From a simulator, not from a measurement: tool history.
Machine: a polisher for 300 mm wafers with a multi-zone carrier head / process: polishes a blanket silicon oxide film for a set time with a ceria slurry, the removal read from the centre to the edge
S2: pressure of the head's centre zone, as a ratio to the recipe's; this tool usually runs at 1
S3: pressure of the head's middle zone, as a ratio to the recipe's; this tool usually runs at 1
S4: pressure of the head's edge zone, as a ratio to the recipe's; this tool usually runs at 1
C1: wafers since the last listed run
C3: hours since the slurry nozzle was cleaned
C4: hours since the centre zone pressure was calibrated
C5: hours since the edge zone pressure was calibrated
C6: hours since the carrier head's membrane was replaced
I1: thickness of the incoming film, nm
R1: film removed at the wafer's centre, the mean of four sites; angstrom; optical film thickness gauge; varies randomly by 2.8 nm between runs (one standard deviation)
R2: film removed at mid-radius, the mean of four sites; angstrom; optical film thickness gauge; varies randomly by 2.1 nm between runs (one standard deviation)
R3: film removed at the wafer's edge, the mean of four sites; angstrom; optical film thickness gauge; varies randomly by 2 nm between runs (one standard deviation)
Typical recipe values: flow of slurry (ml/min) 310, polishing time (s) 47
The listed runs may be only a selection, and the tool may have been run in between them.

Run 1, day 0: usual settings but polishing time (s) 57; C1 0; wafers polished on this pad 1800; C3 509.4; C4 202.7; C5 163.6; C6 1391.9; I1 1833.1. Result: R1 2852 angstrom, R2 2889 angstrom, R3 2929 angstrom.
At day 1.071: worn pad replaced by a new one.
Run 2, day 2.421: usual settings; C1 421; wafers polished on this pad 252; C3 567.5; C4 260.8; C5 221.7; C6 1450; I1 1806.8. Result: R1 2419 angstrom, R2 2381 angstrom, R3 2429 angstrom.
Run 3, day 3.458: usual settings; C1 194; wafers polished on this pad 446; C3 592.4; C4 285.7; C5 246.6; C6 1474.9; I1 1785.5. Result: R1 2379 angstrom, R2 2384 angstrom, R3 2439 angstrom.
Run 4, day 5.458: usual settings; C1 373; wafers polished on this pad 820; C3 640.4; C4 333.7; C5 294.6; C6 1522.9; I1 1831.1. Result: R1 2365 angstrom, R2 2374 angstrom, R3 2417 angstrom.
Run 5, day 8.65: usual settings; C1 596; wafers polished on this pad 1417; C3 717; C4 410.3; C5 371.2; C6 1599.5; I1 1805.2. Result: R1 2379 angstrom, R2 2364 angstrom, R3 2428 angstrom.
Run 6, day 10.346: usual settings; C1 317; wafers polished on this pad 1734; C3 757.7; C4 451; C5 411.9; C6 1640.2; I1 1783. Result: R1 2398 angstrom, R2 2357 angstrom, R3 2443 angstrom.
Run 7, day 11.783: usual settings but S2 0.94; C1 268; wafers polished on this pad 2003; C3 792.2; C4 485.5; C5 446.4; C6 1674.7; I1 1814.4. Result: R1 2270 angstrom, R2 2376 angstrom, R3 2403 angstrom.
At day 13.125: worn pad replaced by a new one.
Run 8, day 14.275: usual settings but S2 1.09, S3 1.05; C1 434; wafers polished on this pad 215; C3 852; C4 545.3; C5 506.2; C6 1734.5; I1 1818.4. Result: R1 2591 angstrom, R2 2385 angstrom, R3 2407 angstrom.
At day 15.583: slurry nozzle cleaned.
Run 9, day 16.871: usual settings but S2 1.09, S3 1.05; C1 477; wafers polished on this pad 692; C3 30.9; C4 607.6; C5 568.5; C6 1796.8; I1 1828.6. Result: R1 2602 angstrom, R2 2409 angstrom, R3 2395 angstrom.
At day 18.704: carrier head's membrane replaced by a new one.
Run 10, day 19.883: usual settings but S3 0.96, S4 1.07, polishing time (s) 63; C1 524; wafers polished on this pad 1217; C3 103.2; C4 679.9; C5 640.8; C6 28.3; I1 1807.7. Result: R1 3181 angstrom, R2 3113 angstrom, R3 3288 angstrom.
Run 11, day 21.621: usual settings but polishing time (s) 60; C1 324; wafers polished on this pad 1542; C3 144.9; C4 721.6; C5 682.5; C6 70; I1 1827. Result: R1 3023 angstrom, R2 3002 angstrom, R3 3063 angstrom.
At day 23.2: worn pad replaced by a new one.
Run 12, day 23.858: usual settings but S2 0.93, S3 0.9, S4 0.91, polishing time (s) 57; C1 387; wafers polished on this pad 122; C3 198.6; C4 775.3; C5 736.2; C6 123.7; I1 1829.1. Result: R1 2668 angstrom, R2 2714 angstrom, R3 2819 angstrom.
At day 26.104: centre zone pressure recalibrated.
Run 13, day 26.308: usual settings but flow of slurry (ml/min) 275, S2 0.88, S4 1.05; C1 442; wafers polished on this pad 565; C3 257.4; C4 4.9; C5 795; C6 182.5; I1 1808.6. Result: R1 2078 angstrom, R2 2349 angstrom, R3 2430 angstrom.
Run 14, day 28.471: usual settings but flow of slurry (ml/min) 230; C1 404; wafers polished on this pad 969; C3 309.3; C4 56.8; C5 846.9; C6 234.4; I1 1813.6. Result: R1 2344 angstrom, R2 2294 angstrom, R3 2336 angstrom.
At day 28.871: edge zone pressure recalibrated.
Run 15, day 30.379: usual settings but polishing time (s) 57; C1 341; wafers polished on this pad 1311; C3 355.1; C4 102.6; C5 36.2; C6 280.2; I1 1803.8. Result: R1 2920 angstrom, R2 2857 angstrom, R3 2917 angstrom.
Run 16, day 32.796: usual settings; C1 451; wafers polished on this pad 1762; C3 413.1; C4 160.6; C5 94.2; C6 338.2; I1 1781.5. Result: R1 2385 angstrom, R2 2402 angstrom, R3 2426 angstrom.
At day 35.221: worn pad replaced by a new one.
Run 17, day 35.654: usual settings but flow of slurry (ml/min) 275, S2 0.96, S3 1.04, polishing time (s) 32; C1 503; wafers polished on this pad 80; C3 481.7; C4 229.2; C5 162.8; C6 406.8; I1 1803.5. Result: R1 1530 angstrom, R2 1645 angstrom, R3 1638 angstrom.
Run 18, day 37.779: usual settings but flow of slurry (ml/min) 205, S2 0.9, S3 0.91, polishing time (s) 33; C1 397; wafers polished on this pad 478; C3 532.7; C4 280.2; C5 213.8; C6 457.8; I1 1814.3. Result: R1 1441 angstrom, R2 1518 angstrom, R3 1631 angstrom.
Run 19, day 39.162: usual settings; C1 258; wafers polished on this pad 736; C3 565.9; C4 313.4; C5 247; C6 491; I1 1809.7. Result: R1 2375 angstrom, R2 2355 angstrom, R3 2393 angstrom.
Run 20, day 41.358: usual settings but flow of slurry (ml/min) 205, S3 0.94, polishing time (s) 39; C1 410; wafers polished on this pad 1147; C3 618.6; C4 366.1; C5 299.7; C6 543.7; I1 1784.4. Result: R1 1892 angstrom, R2 1833 angstrom, R3 1955 angstrom.
Run 21, day 42.725: usual settings but S2 1.08, S3 0.96, S4 0.93; C1 255; wafers polished on this pad 1403; C3 651.4; C4 398.9; C5 332.5; C6 576.5; I1 1840.6. Result: R1 2620 angstrom, R2 2289 angstrom, R3 2383 angstrom.
Run 22, day 44.425: usual settings but S3 1.1, polishing time (s) 38; C1 317; wafers polished on this pad 1720; C3 692.2; C4 439.7; C5 373.3; C6 617.3; I1 1783.6. Result: R1 1949 angstrom, R2 2032 angstrom, R3 1957 angstrom.
At day 46.588: worn pad replaced by a new one.
Run 23, day 46.608: usual settings; C1 377; wafers polished on this pad 3; C3 744.6; C4 492.1; C5 425.7; C6 669.7; I1 1806.5. Result: R1 2402 angstrom, R2 2408 angstrom, R3 2433 angstrom.

Run-by-run hidden state of the tool:
removal rate lost through wear of the pad, %: 0, the same for each run
slurry flow missing at the pad, %: 0, the same for each run
deviation of the centre zone's pressure from its setpoint, %: 0, the same for each run
deviation of the edge zone's pressure from its setpoint, %: 0, the same for each run

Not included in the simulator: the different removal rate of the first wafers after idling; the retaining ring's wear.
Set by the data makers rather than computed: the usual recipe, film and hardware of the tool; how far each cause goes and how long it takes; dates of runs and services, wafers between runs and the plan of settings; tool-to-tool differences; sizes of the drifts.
